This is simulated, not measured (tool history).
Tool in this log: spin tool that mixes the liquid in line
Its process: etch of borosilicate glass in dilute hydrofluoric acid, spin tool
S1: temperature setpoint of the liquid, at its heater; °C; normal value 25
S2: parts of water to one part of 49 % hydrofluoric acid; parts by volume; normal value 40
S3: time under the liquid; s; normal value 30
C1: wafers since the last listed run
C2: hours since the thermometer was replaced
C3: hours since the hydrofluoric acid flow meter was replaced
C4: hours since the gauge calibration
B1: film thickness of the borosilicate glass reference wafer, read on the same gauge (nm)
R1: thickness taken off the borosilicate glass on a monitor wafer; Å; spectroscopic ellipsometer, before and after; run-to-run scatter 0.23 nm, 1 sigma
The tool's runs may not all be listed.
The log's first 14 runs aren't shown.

| run | hour | S1 | S2 | S3 | C1 | C2 | C3 | C4 | B1 | R1 |
|---|---|---|---|---|---|---|---|---|---|---|
| 15 | 178.6 | 25 | 40 | 30 | 188 | 1448.7 | 2684.4 | 59.5 | 119.99 | 465.1 |
|  | 183.4 | hydrofluoric acid flow meter replaced |
| 16 | 227.9 | 25 | 40 | 30 | 776 | 1498 | 44.5 | 108.8 | 120 | 404.6 |
| 17 | 245.9 | 25 | 40 | 25 | 289 | 1516 | 62.5 | 126.8 | 120.01 | 335.6 |
| 18 | 258.4 | 25 | 40 | 30 | 200 | 1528.5 | 75 | 139.3 | 120 | 412 |
| 19 | 265 | 21 | 55 | 15 | 106 | 1535.1 | 81.6 | 145.9 | 120 | 122.4 |
| 20 | 281.1 | 22.5 | 25 | 20 | 258 | 1551.2 | 97.7 | 162 | 120 | 404.3 |
| 21 | 294.9 | 22 | 45 | 20 | 221 | 1565 | 111.5 | 175.8 | 120 | 210.4 |
|  | 296.7 | thermometer replaced |
| 22 | 302.2 | 25 | 40 | 30 | 101 | 5.5 | 118.8 | 183.1 | 120 | 405.7 |
| 23 | 316.9 | 25 | 40 | 30 | 236 | 20.2 | 133.5 | 197.8 | 120 | 407 |
| 24 | 330.9 | 20.5 | 40 | 15 | 224 | 34.2 | 147.5 | 211.8 | 120.01 | 168.6 |
| 25 | 348.2 | 25 | 40 | 30 | 278 | 51.5 | 164.8 | 229.1 | 119.99 | 409.7 |
| 26 | 354.3 | 22.5 | 55 | 45 | 98 | 57.6 | 170.9 | 235.2 | 119.98 | 393.5 |
| 27 | 361.7 | 25 | 40 | 30 | 118 | 65 | 178.3 | 242.6 | 119.99 | 408.4 |
| 28 | 371.2 | 28 | 40 | 30 | 152 | 74.5 | 187.8 | 252.1 | 120.02 | 462.5 |
| 29 | 380.6 | 25 | 50 | 20 | 151 | 83.9 | 197.2 | 261.5 | 120.01 | 215 |
| 30 | 396.3 | 28 | 40 | 25 | 252 | 99.6 | 212.9 | 277.2 | 119.99 | 384.3 |

Forecast run 31:
| 31 | 403.4 | 29 | 45 | 35 | 114 | 106.7 | 220 | 284.3 | ? | ? |

B1: 120
R1: 494.9 Å
On a tool with no hidden condition, and with the same random variation, this run would have come out at R1 487.7 Å.
